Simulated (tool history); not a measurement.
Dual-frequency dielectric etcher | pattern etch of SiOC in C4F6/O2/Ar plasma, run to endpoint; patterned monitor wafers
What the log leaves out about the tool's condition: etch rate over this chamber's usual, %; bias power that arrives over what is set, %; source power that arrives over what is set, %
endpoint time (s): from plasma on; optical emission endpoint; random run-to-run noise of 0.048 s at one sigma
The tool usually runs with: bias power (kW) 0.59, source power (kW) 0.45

| run | day | bias power (kW) | source power (kW) | wafers since the last listed run | hours since the last wet clean | hours since the last bias power generator calibration | hours since the last source power generator calibration | hours since the last upper electrode change | incoming incoming film thickness, nm | endpoint time (s) |
|---|---|---|---|---|---|---|---|---|---|---|
| 1 | 0 | 0.59 | 0.45 | 0 | 427 | 1528.3 | 3050.5 | 6387.2 | 43.64 | 14 |
| 2 | 0.621 | 0.59 | 0.45 | 195 | 441.9 | 1543.2 | 3065.4 | 6402.1 | 43.27 | 13.9 |
| 3 | 1.1 | 0.59 | 0.45 | 150 | 453.4 | 1554.7 | 3076.9 | 6413.6 | 43.26 | 13.9 |
| 4 | 1.588 | 0.59 | 0.45 | 153 | 465.1 | 1566.4 | 3088.6 | 6425.3 | 42.82 | 13.8 |
| 5 | 2.092 | 0.52 | 0.45 | 158 | 477.2 | 1578.5 | 3100.7 | 6437.4 | 43.66 | 14.7 |
|  | 3.625 | upper electrode replaced |
| 6 | 3.646 | 0.52 | 0.45 | 174 | 514.5 | 1615.8 | 3138 | 0.5 | 43.59 | 14.6 |
| 7 | 3.658 | 0.481 | 0.45 | 3 | 514.8 | 1616.1 | 3138.3 | 0.8 | 43.55 | 15.1 |
| 8 | 3.675 | 0.59 | 0.45 | 5 | 515.2 | 1616.5 | 3138.7 | 1.2 | 43.54 | 14.1 |
| 9 | 3.925 | 0.59 | 0.45 | 78 | 521.2 | 1622.5 | 3144.7 | 7.2 | 43.46 | 14.1 |
| 10 | 4.179 | 0.508 | 0.45 | 79 | 527.3 | 1628.6 | 3150.8 | 13.3 | 43.1 | 14.6 |
| 11 | 4.746 | 0.59 | 0.45 | 178 | 540.9 | 1642.2 | 3164.4 | 26.9 | 43.73 | 14.2 |
|  | 4.979 | source power generator calibrated |
| 12 | 5.358 | 0.59 | 0.45 | 140 | 555.6 | 1656.9 | 9.1 | 41.6 | 43.95 | 14.2 |
| 13 | 6.096 | 0.59 | 0.5 | 231 | 573.3 | 1674.6 | 26.8 | 59.3 | 43.61 | 13.6 |
|  | 7.262 | wet clean of the chamber |
| 14 | 7.283 | 0.682 | 0.36 | 58 | 0.5 | 1703.1 | 55.3 | 87.8 | 43.5 | 14.2 |

Run 15 has not been measured yet. What should we expect?
| 15 | 7.296 | 0.59 | 0.45 | 3 | 0.8 | 1703.4 | 55.6 | 88.1 | 43.14 | ? |

endpoint time (s): 13.3
With no hidden state in the tool, this same run would have given endpoint time (s) 13.2.

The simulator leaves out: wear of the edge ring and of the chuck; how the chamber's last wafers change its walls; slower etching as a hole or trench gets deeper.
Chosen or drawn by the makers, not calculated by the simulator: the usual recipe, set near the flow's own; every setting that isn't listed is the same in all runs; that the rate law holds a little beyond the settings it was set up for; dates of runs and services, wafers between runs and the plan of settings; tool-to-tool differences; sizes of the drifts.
